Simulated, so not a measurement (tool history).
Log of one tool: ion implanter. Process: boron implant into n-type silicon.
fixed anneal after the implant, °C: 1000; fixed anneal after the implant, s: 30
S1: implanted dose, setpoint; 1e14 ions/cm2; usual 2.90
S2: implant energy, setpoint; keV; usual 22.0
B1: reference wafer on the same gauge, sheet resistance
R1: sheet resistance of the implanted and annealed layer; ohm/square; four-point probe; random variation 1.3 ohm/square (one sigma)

Run 1, hour 0.0: usual settings but S2 27.5 keV; B1 278.17. Result: R1 290.21 ohm/square.
Run 2, hour 64.6: usual settings but S1 3.46 1e14 ions/cm2, S2 24.5 keV; B1 278.05. Result: R1 257.37 ohm/square.
Run 3, hour 162.5: usual settings but S1 3.46 1e14 ions/cm2, S2 24.5 keV; B1 278.27. Result: R1 259.30 ohm/square.
Run 4, hour 234.0: usual settings but S1 3.46 1e14 ions/cm2, S2 24.5 keV; B1 278.08. Result: R1 255.04 ohm/square.
Run 5, hour 330.4: usual settings; B1 278.13. Result: R1 296.47 ohm/square.
At hour 376.3: Faraday cup replaced and dose calibrated.
Run 6, hour 438.0: usual settings; B1 277.95. Result: R1 303.23 ohm/square.
Run 7, hour 482.4: usual settings; B1 277.85. Result: R1 305.04 ohm/square.
At hour 578.7: gauge calibrated.
Run 8, hour 580.6: usual settings; B1 278.01. Result: R1 300.23 ohm/square.
Run 9, hour 683.8: usual settings but S1 2.45 1e14 ions/cm2, S2 29.0 keV; B1 277.79. Result: R1 335.66 ohm/square.
Run 10, hour 735.8: usual settings but S1 2.06 1e14 ions/cm2, S2 26.0 keV; B1 277.95. Result: R1 388.85 ohm/square.
Run 11, hour 826.2: usual settings; B1 277.99. Result: R1 299.13 ohm/square.
At hour 845.4: extraction supply calibrated.
Run 12, hour 910.4: usual settings but S1 3.69 1e14 ions/cm2, S2 25.5 keV; B1 278.19. Result: R1 244.10 ohm/square.
Run 13, hour 981.5: usual settings; B1 277.97. Result: R1 298.17 ohm/square.
Run 14, hour 1017.8: usual settings but S1 2.21 1e14 ions/cm2, S2 18.0 keV; B1 277.74. Result: R1 379.19 ohm/square.

Forecast run 15:
Run 15, hour 1080.8: usual settings but S1 3.74 1e14 ions/cm2, S2 25.5 keV; B1 ?. Result: R1 ?.

{"run 15": {"B1": 278.16, "R1": 241.13}}
Without the tool's hidden state the same run would have given R1 247.63 ohm/square.
